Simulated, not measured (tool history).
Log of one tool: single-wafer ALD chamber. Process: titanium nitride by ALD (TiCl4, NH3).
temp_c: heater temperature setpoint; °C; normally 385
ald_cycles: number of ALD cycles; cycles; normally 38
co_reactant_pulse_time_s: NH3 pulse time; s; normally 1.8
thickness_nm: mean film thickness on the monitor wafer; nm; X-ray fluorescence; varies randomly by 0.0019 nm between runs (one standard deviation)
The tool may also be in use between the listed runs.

run	hour	temp_c	ald_cycles	co_reactant_pulse_time_s	wafers since the last listed run	hours since the last thermocouple change	hours since the showerhead was replaced	hours since the gauge calibration	read-back reference wafer on the same gauge, thickness_nm	thickness_nm
1	0	385	38	1.8	0	665.6	3732.4	67.5	0.834	0.769
2	62.6	385	38	1.8	262	728.2	3795	130.1	0.835	0.77
3	252.3	385	38	1.8	795	917.9	3984.7	319.8	0.834	0.768
4	314.8	385	38	1.8	262	980.4	4047.2	382.3	0.834	0.768
5	339.7	385	38	1.8	104	1005.3	4072.1	407.2	0.834	0.768
6	376.7	385	38	1.8	155	1042.3	4109.1	444.2	0.834	0.765
7	437.3	385	38	1.8	254	1102.9	4169.7	504.8	0.834	0.767
8	506.6	385	38	1.41	290	1172.2	4239	574.1	0.834	0.764
9	570.4	385	38	1.41	267	1236	4302.8	637.9	0.834	0.76
# hour 617.2: showerhead replaced
10	628.2	385	38	1.8	208	1293.8	11	695.7	0.833	0.767
11	678.6	385	38	1.8	211	1344.2	61.4	746.1	0.834	0.767
12	710.9	385	38	1.8	135	1376.5	93.7	778.4	0.834	0.769
13	768.6	385	38	1.8	241	1434.2	151.4	836.1	0.834	0.771
14	836.4	385	38	1.8	284	1502	219.2	903.9	0.834	0.771
15	883.7	385	38	1.8	198	1549.3	266.5	951.2	0.834	0.771
16	925.9	385	36	1.8	176	1591.5	308.7	993.4	0.834	0.73
17	988.2	391	31	1.39	261	1653.8	371	1055.7	0.834	0.626
18	1012.6	385	38	2.21	102	1678.2	395.4	1080.1	0.833	0.771
# hour 1057.8: thermocouple changed; heater temperature recalibrated
19	1058.3	378	42	2.01	158	0.5	441.1	1125.8	0.835	0.846
20	1083.2	378	44	1.32	104	25.4	466	1150.7	0.835	0.878
21	1121.6	400	31	1.25	161	63.8	504.4	1189.1	0.834	0.63
22	1149.7	385	38	1.8	117	91.9	532.5	1217.2	0.834	0.769
23	1180	385	38	1.8	127	122.2	562.8	1247.5	0.834	0.764
24	1215.2	385	38	2.48	147	157.4	598	1282.7	0.834	0.778
25	1249.5	372	43	2.03	143	191.7	632.3	1317	0.834	0.862
26	1286.6	373	34	2.35	155	228.8	669.4	1354.1	0.834	0.688
# hour 1329.1: gauge calibrated
27	1335.3	385	38	1.8	204	277.5	718.1	6.2	0.834	0.768
28	1373	385	38	2.28	158	315.2	755.8	43.9	0.834	0.774
29	1444.1	380	45	1.4	298	386.3	826.9	115	0.834	0.9
30	1478.3	385	35	1.8	143	420.5	861.1	149.2	0.834	0.703
31	1505.6	379	38	1.35	114	447.8	888.4	176.5	0.834	0.757
32	1552.3	385	38	1.8	195	494.5	935.1	223.2	0.833	0.766
33	1612.5	391	38	1.23	252	554.7	995.3	283.4	0.834	0.768
34	1646	378	42	2.01	140	588.2	1028.8	316.9	0.834	0.848
35	1671.5	385	38	1.8	106	613.7	1054.3	342.4	0.834	0.77
36	1708.6	373	34	1.54	155	650.8	1091.4	379.5	0.834	0.675
37	1763.8	385	38	1.8	231	706	1146.6	434.7	0.834	0.768
38	1803.5	385	38	2.05	166	745.7	1186.3	474.4	0.834	0.773
39	1856.8	393	32	2.34	223	799	1239.6	527.7	0.834	0.656
40	1908.5	385	43	1.8	216	850.7	1291.3	579.4	0.835	0.868

What differs in the tool's unlogged condition from the final listed run ahead of each entry between runs to the first listed run following it?
Runs 9 to 10: showerhead replaced (hour 617.2)
  the hidden state is the same at both runs
Runs 18 to 19: thermocouple changed; heater temperature recalibrated (hour 1057.8)
  the hidden state is the same at both runs
Runs 26 to 27: gauge calibrated (hour 1329.1)
  the hidden state is the same at both runs

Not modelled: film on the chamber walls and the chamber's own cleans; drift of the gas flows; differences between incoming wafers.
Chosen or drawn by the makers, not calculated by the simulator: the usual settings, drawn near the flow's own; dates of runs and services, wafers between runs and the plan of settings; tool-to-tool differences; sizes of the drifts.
